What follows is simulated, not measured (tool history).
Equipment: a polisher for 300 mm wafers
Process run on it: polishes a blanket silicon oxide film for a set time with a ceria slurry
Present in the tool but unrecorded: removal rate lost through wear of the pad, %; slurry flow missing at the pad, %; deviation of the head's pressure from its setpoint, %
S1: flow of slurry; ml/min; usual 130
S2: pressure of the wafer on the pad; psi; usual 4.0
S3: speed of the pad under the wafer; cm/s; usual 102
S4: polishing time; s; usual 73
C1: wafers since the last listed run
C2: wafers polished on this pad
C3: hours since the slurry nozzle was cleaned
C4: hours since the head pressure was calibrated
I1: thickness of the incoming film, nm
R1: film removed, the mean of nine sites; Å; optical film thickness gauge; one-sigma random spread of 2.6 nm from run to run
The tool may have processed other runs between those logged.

run,hour,S1,S2,S3,S4,C1,C2,C3,C4,I1,R1
1,0.0,130,4.0,102,83,0,741,598.4,17.5,1180.8,3915
2,27.9,130,4.0,102,73,355,1096,626.3,45.4,1193.4,3490
3,43.7,130,4.0,102,73,201,1297,642.1,61.2,1176.3,3499
# hour 76.0: worn pad replaced by a new one
4,131.3,130,4.0,102,73,1064,704,729.7,148.8,1178.8,3573
5,154.1,130,4.0,102,73,290,994,752.5,171.6,1194.5,3527
6,175.5,130,4.0,102,73,272,1266,773.9,193.0,1176.2,3545
7,196.1,130,4.0,102,73,262,1529,794.5,213.6,1200.5,3544
# hour 213.3: worn pad replaced by a new one
8,220.6,130,4.0,102,73,260,92,819.0,238.1,1175.5,3592
9,249.9,130,4.0,102,73,372,465,848.3,267.4,1182.1,3603
10,271.8,130,4.0,102,73,278,744,870.2,289.3,1191.8,3661
# hour 275.8: slurry nozzle cleaned
11,285.7,130,4.0,102,73,164,908,9.9,303.2,1180.3,3614
12,312.4,130,4.0,102,73,339,1248,36.6,329.9,1177.3,3650
13,331.6,130,4.0,102,73,244,1492,55.8,349.1,1175.6,3716
# hour 349.1: head pressure recalibrated
14,353.2,170,5.0,102,58,249,1742,77.4,4.1,1186.0,3658
# hour 365.5: worn pad replaced by a new one
15,409.4,130,4.0,112,73,664,559,133.6,60.3,1188.9,3872
16,422.5,130,4.0,112,95,166,725,146.7,73.4,1179.6,5022
17,435.2,130,4.7,72,73,161,887,159.4,86.1,1189.9,2932
18,451.8,130,4.0,102,73,211,1098,176.0,102.7,1174.7,3522
19,479.7,130,4.0,102,73,355,1454,203.9,130.6,1186.5,3489
# hour 492.2: worn pad replaced by a new one
20,567.4,130,4.0,102,98,1065,957,291.6,218.3,1188.4,4820
21,588.5,130,5.3,126,73,268,1225,312.7,239.4,1180.5,5877
22,610.2,170,4.0,84,93,276,1501,334.4,261.1,1176.9,4014
# hour 629.3: worn pad replaced by a new one
23,632.7,130,4.9,102,73,235,43,356.9,283.6,1192.6,4501
24,652.4,130,4.0,102,73,250,293,376.6,303.3,1187.1,3676
25,670.6,115,4.0,102,73,231,525,394.8,321.5,1180.9,3640
# hour 673.9: head pressure recalibrated
26,684.9,85,4.0,102,73,156,681,409.1,11.0,1186.3,3103

What would each run have given without the hidden state, its run-to-run variation left as it was?
run,R1
1,3935
2,3504
3,3511
4,3551
5,3493
6,3496
7,3481
8,3508
9,3492
10,3527
11,3467
12,3473
13,3513
14,3652
15,3858
16,4999
17,2915
18,3496
19,3452
20,4696
21,5697
22,3870
23,4313
24,3503
25,3450
26,3135

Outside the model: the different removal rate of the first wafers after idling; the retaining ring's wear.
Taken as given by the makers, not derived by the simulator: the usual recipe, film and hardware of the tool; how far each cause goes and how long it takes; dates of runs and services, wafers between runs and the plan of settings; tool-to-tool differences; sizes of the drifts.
